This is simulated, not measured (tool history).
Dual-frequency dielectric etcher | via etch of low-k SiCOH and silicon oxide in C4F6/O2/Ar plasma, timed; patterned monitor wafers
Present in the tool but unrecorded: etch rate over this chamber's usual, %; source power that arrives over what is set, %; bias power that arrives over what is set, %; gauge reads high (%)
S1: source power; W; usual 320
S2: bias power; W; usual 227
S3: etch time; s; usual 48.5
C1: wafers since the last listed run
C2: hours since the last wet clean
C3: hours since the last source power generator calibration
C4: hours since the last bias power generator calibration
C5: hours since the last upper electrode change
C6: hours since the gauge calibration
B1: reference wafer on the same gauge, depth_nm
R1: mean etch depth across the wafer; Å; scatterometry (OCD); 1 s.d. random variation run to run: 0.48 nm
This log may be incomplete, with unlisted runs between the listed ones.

{"run": 1, "hour": 0.0, "S1": 350, "S2": 227, "S3": 48.5, "C1": 0, "C2": 78.1, "C3": 4405.4, "C4": 1199.3, "C5": 1876.6, "C6": 1895.7, "B1": 131.1, "R1": 1286}
{"run": 2, "hour": 83.6, "S1": 320, "S2": 227, "S3": 48.5, "C1": 915, "C2": 161.7, "C3": 4489, "C4": 1282.9, "C5": 1960.2, "C6": 1979.3, "B1": 131, "R1": 1233}
{"run": 3, "hour": 189.3, "S1": 320, "S2": 227, "S3": 48.5, "C1": 1157, "C2": 267.4, "C3": 4594.7, "C4": 1388.6, "C5": 2065.9, "C6": 2085, "B1": 130.9, "R1": 1218}
{"run": 4, "hour": 227.2, "S1": 320, "S2": 200, "S3": 48.5, "C1": 415, "C2": 305.3, "C3": 4632.6, "C4": 1426.5, "C5": 2103.8, "C6": 2122.9, "B1": 131, "R1": 1170}
{"run": 5, "hour": 268.4, "S1": 320, "S2": 200, "S3": 48.5, "C1": 451, "C2": 346.5, "C3": 4673.8, "C4": 1467.7, "C5": 2145, "C6": 2164.1, "B1": 130.9, "R1": 1168}
{"run": 6, "hour": 324.3, "S1": 320, "S2": 200, "S3": 48.5, "C1": 612, "C2": 402.4, "C3": 4729.7, "C4": 1523.6, "C5": 2200.9, "C6": 2220, "B1": 131, "R1": 1157}
{"run": 7, "hour": 382.1, "S1": 260, "S2": 227, "S3": 48.5, "C1": 633, "C2": 460.2, "C3": 4787.5, "C4": 1581.4, "C5": 2258.7, "C6": 2277.8, "B1": 130.9, "R1": 1104}
{"hour": 386.0, "done": "gauge calibrated"}
{"run": 8, "hour": 458.2, "S1": 320, "S2": 227, "S3": 48.5, "C1": 833, "C2": 536.3, "C3": 4863.6, "C4": 1657.5, "C5": 2334.8, "C6": 72.2, "B1": 131.1, "R1": 1227}
{"run": 9, "hour": 501.8, "S1": 320, "S2": 227, "S3": 59.5, "C1": 477, "C2": 579.9, "C3": 4907.2, "C4": 1701.1, "C5": 2378.4, "C6": 115.8, "B1": 131, "R1": 1484}
{"hour": 591.5, "done": "wet clean of the chamber"}
{"run": 10, "hour": 592.0, "S1": 320, "S2": 227, "S3": 54.5, "C1": 724, "C2": 0.5, "C3": 4997.4, "C4": 1791.3, "C5": 2468.6, "C6": 206, "B1": 131, "R1": 1415}
{"hour": 597.4, "done": "bias power generator calibrated"}
{"run": 11, "hour": 621.7, "S1": 320, "S2": 227, "S3": 48.5, "C1": 281, "C2": 30.2, "C3": 5027.1, "C4": 24.3, "C5": 2498.3, "C6": 235.7, "B1": 131, "R1": 1230}
{"run": 12, "hour": 690.6, "S1": 280, "S2": 227, "S3": 48.5, "C1": 754, "C2": 99.1, "C3": 5096, "C4": 93.2, "C5": 2567.2, "C6": 304.6, "B1": 131, "R1": 1165}
{"run": 13, "hour": 727.2, "S1": 320, "S2": 227, "S3": 54, "C1": 400, "C2": 135.7, "C3": 5132.6, "C4": 129.8, "C5": 2603.8, "C6": 341.2, "B1": 131, "R1": 1362}
{"run": 14, "hour": 825.5, "S1": 270, "S2": 242, "S3": 48.5, "C1": 1076, "C2": 234, "C3": 5230.9, "C4": 228.1, "C5": 2702.1, "C6": 439.5, "B1": 131, "R1": 1159}
{"run": 15, "hour": 915.1, "S1": 240, "S2": 212, "S3": 57.5, "C1": 981, "C2": 323.6, "C3": 5320.5, "C4": 317.7, "C5": 2791.7, "C6": 529.1, "B1": 131, "R1": 1233}
{"run": 16, "hour": 996.8, "S1": 350, "S2": 253, "S3": 48.5, "C1": 894, "C2": 405.3, "C3": 5402.2, "C4": 399.4, "C5": 2873.4, "C6": 610.8, "B1": 131, "R1": 1316}
{"hour": 1131.3, "done": "source power generator calibrated"}
{"hour": 1136.5, "done": "wet clean of the chamber"}
{"run": 17, "hour": 1297.5, "S1": 270, "S2": 189, "S3": 36.5, "C1": 3192, "C2": 161, "C3": 166.2, "C4": 700.1, "C5": 3174.1, "C6": 911.5, "B1": 130.9, "R1": 792}
{"run": 18, "hour": 1368.1, "S1": 380, "S2": 227, "S3": 42.5, "C1": 773, "C2": 231.6, "C3": 236.8, "C4": 770.7, "C5": 3244.7, "C6": 982.1, "B1": 131.1, "R1": 1157}
{"run": 19, "hour": 1462.5, "S1": 320, "S2": 227, "S3": 35.5, "C1": 1033, "C2": 326, "C3": 331.2, "C4": 865.1, "C5": 3339.1, "C6": 1076.5, "B1": 130.9, "R1": 894}
{"run": 20, "hour": 1502.5, "S1": 320, "S2": 249, "S3": 53.5, "C1": 438, "C2": 366, "C3": 371.2, "C4": 905.1, "C5": 3379.1, "C6": 1116.5, "B1": 131, "R1": 1391}
{"hour": 1579.3, "done": "upper electrode replaced"}
{"run": 21, "hour": 1735.7, "S1": 380, "S2": 252, "S3": 37, "C1": 2291, "C2": 599.2, "C3": 604.4, "C4": 1138.3, "C5": 156.4, "C6": 1349.7, "B1": 131.1, "R1": 1030}
{"run": 22, "hour": 1774.9, "S1": 400, "S2": 263, "S3": 44, "C1": 429, "C2": 638.4, "C3": 643.6, "C4": 1177.5, "C5": 195.6, "C6": 1388.9, "B1": 131, "R1": 1272}
{"hour": 1816.6, "done": "wet clean of the chamber"}
{"run": 23, "hour": 1842.5, "S1": 320, "S2": 227, "S3": 48.5, "C1": 477, "C2": 25.9, "C3": 711.2, "C4": 1245.1, "C5": 263.2, "C6": 1456.5, "B1": 130.9, "R1": 1258}
{"run": 24, "hour": 1912.3, "S1": 320, "S2": 227, "S3": 48.5, "C1": 764, "C2": 95.7, "C3": 781, "C4": 1314.9, "C5": 333, "C6": 1526.3, "B1": 131.1, "R1": 1238}
{"run": 25, "hour": 2007.3, "S1": 360, "S2": 183, "S3": 62.5, "C1": 1040, "C2": 190.7, "C3": 876, "C4": 1409.9, "C5": 428, "C6": 1621.3, "B1": 131, "R1": 1549}
{"run": 26, "hour": 2105.5, "S1": 320, "S2": 227, "S3": 44.5, "C1": 1075, "C2": 288.9, "C3": 974.2, "C4": 1508.1, "C5": 526.2, "C6": 1719.5, "B1": 131, "R1": 1126}
{"run": 27, "hour": 2209.0, "S1": 400, "S2": 244, "S3": 39.5, "C1": 1133, "C2": 392.4, "C3": 1077.7, "C4": 1611.6, "C5": 629.7, "C6": 1823, "B1": 131, "R1": 1137}
{"hour": 2300.3, "done": "gauge calibrated"}
{"hour": 2370.8, "done": "bias power generator calibrated"}
{"run": 28, "hour": 2380.5, "S1": 240, "S2": 227, "S3": 59, "C1": 1834, "C2": 563.9, "C3": 1249.2, "C4": 9.7, "C5": 801.2, "C6": 80.2, "B1": 131, "R1": 1276}
{"run": 29, "hour": 2479.5, "S1": 320, "S2": 227, "S3": 48.5, "C1": 1084, "C2": 662.9, "C3": 1348.2, "C4": 108.7, "C5": 900.2, "C6": 179.2, "B1": 131, "R1": 1200}

Here are 4 independent what-if runs from the current tool condition. What would each one return?
{"run": "A", "hour": 2479.9, "S1": 320, "S2": 227, "S3": 48.5, "C1": 4, "C2": 663.3, "C3": 1348.6, "C4": 109.1, "C5": 900.6, "C6": 179.6, "B1": "?", "R1": "?"}
{"run": "B", "hour": 2479.9, "S1": 370, "S2": 178, "S3": 62.5, "C1": 4, "C2": 663.3, "C3": 1348.6, "C4": 109.1, "C5": 900.6, "C6": 179.6, "B1": "?", "R1": "?"}
{"run": "C", "hour": 2479.9, "S1": 360, "S2": 255, "S3": 59, "C1": 4, "C2": 663.3, "C3": 1348.6, "C4": 109.1, "C5": 900.6, "C6": 179.6, "B1": "?", "R1": "?"}
{"run": "D", "hour": 2479.9, "S1": 390, "S2": 280, "S3": 44.5, "C1": 4, "C2": 663.3, "C3": 1348.6, "C4": 109.1, "C5": 900.6, "C6": 179.6, "B1": "?", "R1": "?"}

run=A B1=131 R1=1195
run=B B1=131 R1=1493
run=C B1=131 R1=1606
run=D B1=131 R1=1303
Without the tool's hidden state the same runs would have given:
run=A R1=1234
run=B R1=1543
run=C R1=1659
run=D R1=1346
